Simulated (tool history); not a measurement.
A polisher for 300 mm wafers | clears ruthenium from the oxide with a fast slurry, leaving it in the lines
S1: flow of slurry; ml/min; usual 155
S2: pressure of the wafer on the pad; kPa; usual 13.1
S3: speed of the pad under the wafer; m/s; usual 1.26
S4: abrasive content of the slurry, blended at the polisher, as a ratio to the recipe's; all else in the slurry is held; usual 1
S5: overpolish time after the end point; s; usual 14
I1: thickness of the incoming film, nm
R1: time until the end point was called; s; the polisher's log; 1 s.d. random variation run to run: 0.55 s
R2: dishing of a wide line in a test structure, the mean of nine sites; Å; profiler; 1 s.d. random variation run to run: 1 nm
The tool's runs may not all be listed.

Run 1, hour 0: usual settings but S3 0.92 m/s; I1 187.4. Result: R1 59.5 s, R2 320 Å.
At hour 8.3: head pressure recalibrated.
Run 2, hour 32.3: usual settings; I1 191.6. Result: R1 44.2 s, R2 412 Å.
Run 3, hour 57.4: usual settings; I1 187.8. Result: R1 44.9 s, R2 404 Å.
At hour 69: slurry blender recalibrated.
Run 4, hour 82.6: usual settings; I1 191. Result: R1 46.2 s, R2 387 Å.
Run 5, hour 115.4: usual settings but S3 1.5 m/s, S4 1.15; I1 191.7. Result: R1 37.5 s, R2 456 Å.
At hour 132.6: worn pad replaced by a new one.
Run 6, hour 150.8: usual settings but S3 1.5 m/s, S4 1.15; I1 188. Result: R1 34 s, R2 497 Å.
Run 7, hour 170.8: usual settings; I1 192.8. Result: R1 44.8 s, R2 410 Å.
Run 8, hour 206.1: usual settings but S3 0.98 m/s; I1 192.6. Result: R1 57.5 s, R2 340 Å.
Run 9, hour 228.5: usual settings but S1 125 ml/min, S5 17 s; I1 189.9. Result: R1 45.6 s, R2 456 Å.
At hour 236.9: slurry nozzle cleaned.
Run 10, hour 259.6: usual settings but S2 11 kPa, S3 1.52 m/s, S4 1.1, S5 17 s; I1 188.7. Result: R1 41.6 s, R2 489 Å.
Run 11, hour 287.8: usual settings but S1 175 ml/min, S3 1.14 m/s, S4 0.9, S5 19 s; I1 190.8. Result: R1 50.5 s, R2 467 Å.
Run 12, hour 305.1: usual settings; I1 192.2. Result: R1 44.9 s, R2 398 Å.
Run 13, hour 326.3: usual settings but S1 140 ml/min, S5 19 s; I1 190.3. Result: R1 45.9 s, R2 505 Å.
Run 14, hour 359.8: usual settings; I1 187.4. Result: R1 46.2 s, R2 393 Å.
At hour 366.6: worn pad replaced by a new one.
Run 15, hour 395.4: usual settings but S2 15.2 kPa, S4 1.2; I1 188.1. Result: R1 35.3 s, R2 479 Å.
At hour 413.5: slurry blender recalibrated.
Run 16, hour 428.2: usual settings but S1 175 ml/min; I1 192.8. Result: R1 42.7 s, R2 420 Å.
Run 17, hour 458.8: usual settings but S3 1.62 m/s; I1 194.2. Result: R1 34.8 s, R2 502 Å.
Run 18, hour 483: usual settings; I1 187.5. Result: R1 43.1 s, R2 399 Å.
Run 19, hour 510.7: usual settings; I1 190.3. Result: R1 44.6 s, R2 406 Å.
Run 20, hour 546.6: usual settings; I1 186.9. Result: R1 45.7 s, R2 401 Å.
Run 21, hour 560: usual settings but S1 190 ml/min, S2 9 kPa, S4 0.75; I1 193. Result: R1 74.3 s, R2 267 Å.
At hour 604.6: worn pad replaced by a new one.
Run 22, hour 634.9: usual settings but S2 14.5 kPa, S5 21 s; I1 187.9. Result: R1 39.3 s, R2 584 Å.
Run 23, hour 664.5: usual settings but S1 125 ml/min, S4 1.1; I1 188.3. Result: R1 42.5 s, R2 413 Å.
Run 24, hour 683.6: usual settings but S2 16.5 kPa, S4 0.75; I1 188.2. Result: R1 38.5 s, R2 448 Å.
Run 25, hour 701.4: usual settings but S3 0.92 m/s; I1 190.9. Result: R1 60.9 s, R2 326 Å.
Run 26, hour 714.5: usual settings; I1 191.7. Result: R1 44.3 s, R2 418 Å.
Run 27, hour 750.3: usual settings but S4 1.1; I1 191.6. Result: R1 41.8 s, R2 410 Å.
Run 28, hour 763.1: usual settings; I1 190.4. Result: R1 45.2 s, R2 396 Å.
At hour 787.7: slurry blender recalibrated.
Run 29, hour 791.7: usual settings but S3 1.64 m/s, S4 1.15; I1 193.1. Result: R1 32.7 s, R2 523 Å.

Run by run, hidden condition taken away, random variation retained:
The hidden state here: removal rate lost through wear of the pad, %; slurry flow missing at the pad, %; deviation of the head's pressure from its setpoint, %; abrasive missing from the slurry, %.
run    R1   R2
  1  57.7  328
  2  42.4  426
  3  42.5  420
  4  43.2  407
  5  34.3  485
  6  33.8  499
  7  44.5  412
  8  56.8  344
  9  44.9  461
 10  40.6  497
 11  48.8  479
 12  43.1  410
 13  43.6  523
 14  43.1  414
 15  35.2  480
 16  42.4  422
 17  34.4  507
 18  42.4  404
 19  43.4  414
 20  43.8  413
 21  70.9  277
 22  39.2  584
 23  42.3  414
 24  38.2  450
 25  60.2  329
 26  43.6  423
 27  40.8  418
 28  43.8  405
 29  31.4  538

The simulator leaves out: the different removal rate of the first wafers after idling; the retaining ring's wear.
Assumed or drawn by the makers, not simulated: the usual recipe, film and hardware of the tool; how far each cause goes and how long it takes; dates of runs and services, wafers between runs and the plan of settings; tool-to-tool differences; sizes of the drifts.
